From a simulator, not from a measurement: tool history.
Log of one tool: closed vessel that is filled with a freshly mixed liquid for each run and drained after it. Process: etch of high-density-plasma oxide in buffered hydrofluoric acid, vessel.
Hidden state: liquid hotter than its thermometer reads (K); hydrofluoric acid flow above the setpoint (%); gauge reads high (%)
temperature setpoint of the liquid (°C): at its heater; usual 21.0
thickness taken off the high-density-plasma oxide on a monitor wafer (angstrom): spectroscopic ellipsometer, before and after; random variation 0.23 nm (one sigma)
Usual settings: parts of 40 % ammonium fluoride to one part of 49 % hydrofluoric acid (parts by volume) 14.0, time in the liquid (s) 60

run,day,temperature setpoint of the liquid (°C),parts of 40 % ammonium fluoride to one part of 49 % hydrofluoric acid (parts by volume),time in the liquid (s),wafers since the last listed run,hours since the thermometer was replaced,hours since the hydrofluoric acid flow meter was replaced,hours since the gauge calibration,"read-back film thickness of the high-density-plasma oxide reference wafer, read on the same gauge (nm)",thickness taken off the high-density-plasma oxide on a monitor wafer (angstrom)
1,0.000,18.5,14.0,60,0,2231.0,1276.2,304.5,149.97,357.3
2,0.621,18.5,14.0,60,1473,2245.9,1291.1,319.4,149.95,358.7
3,1.200,21.0,14.0,60,1374,2259.8,1305.0,333.3,149.99,405.3
4,2.175,21.0,14.0,60,2314,2283.2,1328.4,356.7,149.97,412.7
5,3.342,21.0,14.0,60,2769,2311.2,1356.4,384.7,149.95,408.7
6,4.838,21.0,14.0,60,3551,2347.1,1392.3,420.6,149.99,409.6
7,6.271,21.0,14.0,60,3402,2381.5,1426.7,455.0,150.03,407.7
8,7.242,21.0,14.0,60,2304,2404.8,1450.0,478.3,149.97,404.4
# day 7.775: gauge calibrated
9,8.521,21.0,14.0,60,3036,2435.5,1480.7,17.9,150.02,409.6
10,9.821,21.0,14.0,60,3086,2466.7,1511.9,49.1,149.97,404.1
# day 10.317: hydrofluoric acid flow meter replaced
# day 11.292: thermometer replaced
11,11.312,21.0,17.0,85,3343,0.5,23.9,84.9,150.02,482.6
12,12.125,21.0,14.0,85,1928,20.0,43.4,104.4,149.98,576.1
13,12.633,18.0,19.0,60,1206,32.2,55.6,116.6,150.02,256.8
14,13.267,22.5,17.5,30,1503,47.4,70.8,131.8,149.97,177.5
15,14.138,23.5,14.0,60,2067,68.3,91.7,152.7,150.01,466.3
16,15.188,21.0,14.0,60,2492,93.5,116.9,177.9,149.98,405.0
17,16.342,25.5,18.0,75,2740,121.2,144.6,205.6,150.02,509.0
18,17.450,18.0,14.0,60,2631,147.8,171.2,232.2,149.97,344.0
19,18.658,17.0,9.5,80,2868,176.8,200.2,261.2,149.99,628.3
20,19.200,18.5,14.0,60,1285,189.8,213.2,274.2,149.94,351.9

Hidden state at the last listed run before each entry between runs and at the first one after, where it differs:
Between runs 8 and 9: gauge calibrated (day 7.775)
  no hidden state differs between the two runs
Between runs 10 and 11: hydrofluoric acid flow meter replaced (day 10.317); thermometer replaced (day 11.292)
  no hidden state differs between the two runs
